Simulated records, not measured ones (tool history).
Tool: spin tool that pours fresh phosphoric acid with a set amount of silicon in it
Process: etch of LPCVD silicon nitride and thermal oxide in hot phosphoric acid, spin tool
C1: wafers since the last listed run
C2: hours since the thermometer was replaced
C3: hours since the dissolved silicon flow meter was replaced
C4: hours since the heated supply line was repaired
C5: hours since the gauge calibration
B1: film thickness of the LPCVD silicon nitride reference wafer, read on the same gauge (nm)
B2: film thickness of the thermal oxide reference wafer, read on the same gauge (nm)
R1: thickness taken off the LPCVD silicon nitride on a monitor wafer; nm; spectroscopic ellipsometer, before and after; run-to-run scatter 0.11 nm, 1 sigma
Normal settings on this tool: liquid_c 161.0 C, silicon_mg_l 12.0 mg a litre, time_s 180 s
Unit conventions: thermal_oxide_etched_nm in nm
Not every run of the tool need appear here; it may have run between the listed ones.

run 1 hour=0.0 | liquid_c=163.0 silicon_mg_l=3.0 time_s=215 | C1=0 C2=819.6 C3=207.4 C4=153.1 C5=16.3 | B1=40.02 B2=69.988 | R1=21.69 thermal_oxide_etched_nm=0.735
run 2 hour=29.9 | liquid_c=161.0 silicon_mg_l=16.0 time_s=180 | C1=236 C2=849.5 C3=237.3 C4=183.0 C5=46.2 | B1=40.00 B2=69.991 | R1=16.83 thermal_oxide_etched_nm=0.352
run 3 hour=93.2 | liquid_c=161.0 silicon_mg_l=12.0 time_s=180 | C1=500 C2=912.8 C3=300.6 C4=246.3 C5=109.5 | B1=39.98 B2=70.012 | R1=17.16 thermal_oxide_etched_nm=0.388
run 4 hour=110.9 | liquid_c=160.0 silicon_mg_l=12.0 time_s=180 | C1=140 C2=930.5 C3=318.3 C4=264.0 C5=127.2 | B1=40.00 B2=69.978 | R1=16.50 thermal_oxide_etched_nm=0.346
run 5 hour=145.4 | liquid_c=159.5 silicon_mg_l=8.5 time_s=110 | C1=273 C2=965.0 C3=352.8 C4=298.5 C5=161.7 | B1=40.00 B2=70.009 | R1=9.99 thermal_oxide_etched_nm=0.229
run 6 hour=175.5 | liquid_c=160.0 silicon_mg_l=12.0 time_s=180 | C1=238 C2=995.1 C3=382.9 C4=328.6 C5=191.8 | B1=40.00 B2=70.019 | R1=16.47 thermal_oxide_etched_nm=0.355
run 7 hour=194.9 | liquid_c=161.0 silicon_mg_l=12.0 time_s=180 | C1=153 C2=1014.5 C3=402.3 C4=348.0 C5=211.2 | B1=40.00 B2=69.987 | R1=17.07 thermal_oxide_etched_nm=0.416
-- hour=209.9 thermometer replaced
run 8 hour=211.0 | liquid_c=161.0 silicon_mg_l=12.0 time_s=115 | C1=119 C2=1.1 C3=418.4 C4=364.1 C5=227.3 | B1=39.99 B2=70.037 | R1=10.40 thermal_oxide_etched_nm=0.216
-- hour=236.4 dissolved silicon flow meter replaced
run 9 hour=244.8 | liquid_c=161.0 silicon_mg_l=12.0 time_s=250 | C1=259 C2=34.9 C3=8.4 C4=397.9 C5=261.1 | B1=40.00 B2=70.039 | R1=22.82 thermal_oxide_etched_nm=0.469
run 10 hour=258.6 | liquid_c=158.5 silicon_mg_l=12.0 time_s=80 | C1=109 C2=48.7 C3=22.2 C4=411.7 C5=274.9 | B1=40.01 B2=69.983 | R1=6.63 thermal_oxide_etched_nm=0.124
run 11 hour=270.6 | liquid_c=161.0 silicon_mg_l=12.0 time_s=95 | C1=94 C2=60.7 C3=34.2 C4=423.7 C5=286.9 | B1=40.00 B2=69.984 | R1=8.53 thermal_oxide_etched_nm=0.167
run 12 hour=340.3 | liquid_c=161.0 silicon_mg_l=12.0 time_s=180 | C1=551 C2=130.4 C3=103.9 C4=493.4 C5=356.6 | B1=39.99 B2=69.992 | R1=16.39 thermal_oxide_etched_nm=0.334
run 13 hour=360.2 | liquid_c=161.0 silicon_mg_l=12.0 time_s=180 | C1=157 C2=150.3 C3=123.8 C4=513.3 C5=376.5 | B1=40.02 B2=70.008 | R1=16.35 thermal_oxide_etched_nm=0.353
run 14 hour=373.7 | liquid_c=161.0 silicon_mg_l=12.0 time_s=180 | C1=106 C2=163.8 C3=137.3 C4=526.8 C5=390.0 | B1=40.01 B2=69.971 | R1=16.15 thermal_oxide_etched_nm=0.355
run 15 hour=398.2 | liquid_c=161.0 silicon_mg_l=8.0 time_s=110 | C1=193 C2=188.3 C3=161.8 C4=551.3 C5=414.5 | B1=40.00 B2=70.028 | R1=9.89 thermal_oxide_etched_nm=0.246
run 16 hour=421.3 | liquid_c=159.5 silicon_mg_l=9.5 time_s=115 | C1=182 C2=211.4 C3=184.9 C4=574.4 C5=437.6 | B1=39.98 B2=70.006 | R1=9.83 thermal_oxide_etched_nm=0.206
run 17 hour=445.9 | liquid_c=161.0 silicon_mg_l=5.5 time_s=250 | C1=194 C2=236.0 C3=209.5 C4=599.0 C5=462.2 | B1=40.01 B2=70.021 | R1=22.54 thermal_oxide_etched_nm=0.607
run 18 hour=473.3 | liquid_c=161.0 silicon_mg_l=12.0 time_s=85 | C1=216 C2=263.4 C3=236.9 C4=626.4 C5=489.6 | B1=39.97 B2=69.989 | R1=7.67 thermal_oxide_etched_nm=0.181
run 19 hour=497.2 | liquid_c=161.0 silicon_mg_l=20.0 time_s=235 | C1=189 C2=287.3 C3=260.8 C4=650.3 C5=513.5 | B1=40.00 B2=69.996 | R1=21.01 thermal_oxide_etched_nm=0.348
run 20 hour=523.3 | liquid_c=161.0 silicon_mg_l=12.0 time_s=180 | C1=206 C2=313.4 C3=286.9 C4=676.4 C5=539.6 | B1=40.00 B2=69.979 | R1=16.30 thermal_oxide_etched_nm=0.378
run 21 hour=539.1 | liquid_c=161.0 silicon_mg_l=12.0 time_s=180 | C1=125 C2=329.2 C3=302.7 C4=692.2 C5=555.4 | B1=40.01 B2=69.998 | R1=16.41 thermal_oxide_etched_nm=0.366
run 22 hour=568.7 | liquid_c=158.5 silicon_mg_l=5.0 time_s=135 | C1=234 C2=358.8 C3=332.3 C4=721.8 C5=585.0 | B1=39.99 B2=69.995 | R1=11.11 thermal_oxide_etched_nm=0.277

Forecast each of these 4 alternatives for the next run:
run A hour=569.2 | liquid_c=161.0 silicon_mg_l=20.5 time_s=180 | C1=3 C2=359.3 C3=332.8 C4=722.3 C5=585.5 | B1=? B2=? | R1=? thermal_oxide_etched_nm=?
run B hour=569.2 | liquid_c=161.0 silicon_mg_l=12.0 time_s=270 | C1=3 C2=359.3 C3=332.8 C4=722.3 C5=585.5 | B1=? B2=? | R1=? thermal_oxide_etched_nm=?
run C hour=569.2 | liquid_c=159.5 silicon_mg_l=6.0 time_s=140 | C1=3 C2=359.3 C3=332.8 C4=722.3 C5=585.5 | B1=? B2=? | R1=? thermal_oxide_etched_nm=?
run D hour=569.2 | liquid_c=161.0 silicon_mg_l=14.5 time_s=130 | C1=3 C2=359.3 C3=332.8 C4=722.3 C5=585.5 | B1=? B2=? | R1=? thermal_oxide_etched_nm=?

run=A B1=40.02 B2=70.000 R1=16.14 thermal_oxide_etched_nm=0.293
run=B B1=40.02 B2=70.000 R1=24.21 thermal_oxide_etched_nm=0.548
run=C B1=40.02 B2=70.000 R1=11.94 thermal_oxide_etched_nm=0.290
run=D B1=40.02 B2=70.000 R1=11.66 thermal_oxide_etched_nm=0.248
With the hidden condition removed and each run's random variation left untouched, the same runs would have given:
run=A R1=16.46 thermal_oxide_etched_nm=0.306
run=B R1=24.70 thermal_oxide_etched_nm=0.572
run=C R1=12.18 thermal_oxide_etched_nm=0.303
run=D R1=11.89 thermal_oxide_etched_nm=0.260
